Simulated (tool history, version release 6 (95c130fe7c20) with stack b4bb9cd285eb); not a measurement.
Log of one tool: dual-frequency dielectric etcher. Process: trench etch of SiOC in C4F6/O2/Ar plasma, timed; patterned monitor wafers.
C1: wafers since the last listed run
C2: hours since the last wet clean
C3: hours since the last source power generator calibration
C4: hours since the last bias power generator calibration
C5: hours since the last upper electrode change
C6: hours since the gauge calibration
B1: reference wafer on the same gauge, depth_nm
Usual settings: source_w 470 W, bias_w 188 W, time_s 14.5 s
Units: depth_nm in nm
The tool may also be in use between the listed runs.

run 1 day=0.000 | source_w=470 bias_w=188 time_s=14.5 | C1=0 C2=237.8 C3=2042.3 C4=3561.9 C5=4553.3 C6=83.3 | B1=38.83 | depth_nm=33.68
run 2 day=0.746 | source_w=470 bias_w=188 time_s=14.5 | C1=169 C2=255.7 C3=2060.2 C4=3579.8 C5=4571.2 C6=101.2 | B1=38.82 | depth_nm=33.73
run 3 day=3.192 | source_w=470 bias_w=188 time_s=14.5 | C1=554 C2=314.4 C3=2118.9 C4=3638.5 C5=4629.9 C6=159.9 | B1=38.87 | depth_nm=33.13
run 4 day=4.412 | source_w=470 bias_w=188 time_s=14.5 | C1=276 C2=343.7 C3=2148.2 C4=3667.8 C5=4659.2 C6=189.2 | B1=38.83 | depth_nm=33.34
run 5 day=5.125 | source_w=470 bias_w=188 time_s=14.5 | C1=161 C2=360.8 C3=2165.3 C4=3684.9 C5=4676.3 C6=206.3 | B1=38.79 | depth_nm=32.93
run 6 day=5.662 | source_w=470 bias_w=188 time_s=14.5 | C1=121 C2=373.7 C3=2178.2 C4=3697.8 C5=4689.2 C6=219.2 | B1=38.81 | depth_nm=33.64
run 7 day=7.092 | source_w=470 bias_w=188 time_s=14.5 | C1=324 C2=408.0 C3=2212.5 C4=3732.1 C5=4723.5 C6=253.5 | B1=38.88 | depth_nm=32.93
run 8 day=8.262 | source_w=470 bias_w=188 time_s=14.5 | C1=265 C2=436.1 C3=2240.6 C4=3760.2 C5=4751.6 C6=281.6 | B1=38.85 | depth_nm=32.98
run 9 day=9.238 | source_w=470 bias_w=188 time_s=11.5 | C1=221 C2=459.5 C3=2264.0 C4=3783.6 C5=4775.0 C6=305.0 | B1=38.79 | depth_nm=26.08
run 10 day=10.279 | source_w=470 bias_w=188 time_s=11.5 | C1=236 C2=484.5 C3=2289.0 C4=3808.6 C5=4800.0 C6=330.0 | B1=38.77 | depth_nm=26.08
run 11 day=11.238 | source_w=470 bias_w=188 time_s=11.5 | C1=217 C2=507.5 C3=2312.0 C4=3831.6 C5=4823.0 C6=353.0 | B1=38.82 | depth_nm=25.76
-- day=12.583 bias power generator calibrated
run 12 day=12.604 | source_w=470 bias_w=188 time_s=14.5 | C1=272 C2=540.3 C3=2344.8 C4=0.5 C5=4855.8 C6=385.8 | B1=38.74 | depth_nm=32.58

The next listed run, before its measurement:
-- day=13.954 source power generator calibrated
run 13 day=13.975 | source_w=580 bias_w=204 time_s=10.5 | C1=273 C2=573.2 C3=0.5 C4=33.4 C5=4888.7 C6=418.7 | B1=? | depth_nm=?

B1: 38.80
depth_nm: 26.49 nm
Without the tool's hidden state the same run would have given depth_nm 27.82 nm.

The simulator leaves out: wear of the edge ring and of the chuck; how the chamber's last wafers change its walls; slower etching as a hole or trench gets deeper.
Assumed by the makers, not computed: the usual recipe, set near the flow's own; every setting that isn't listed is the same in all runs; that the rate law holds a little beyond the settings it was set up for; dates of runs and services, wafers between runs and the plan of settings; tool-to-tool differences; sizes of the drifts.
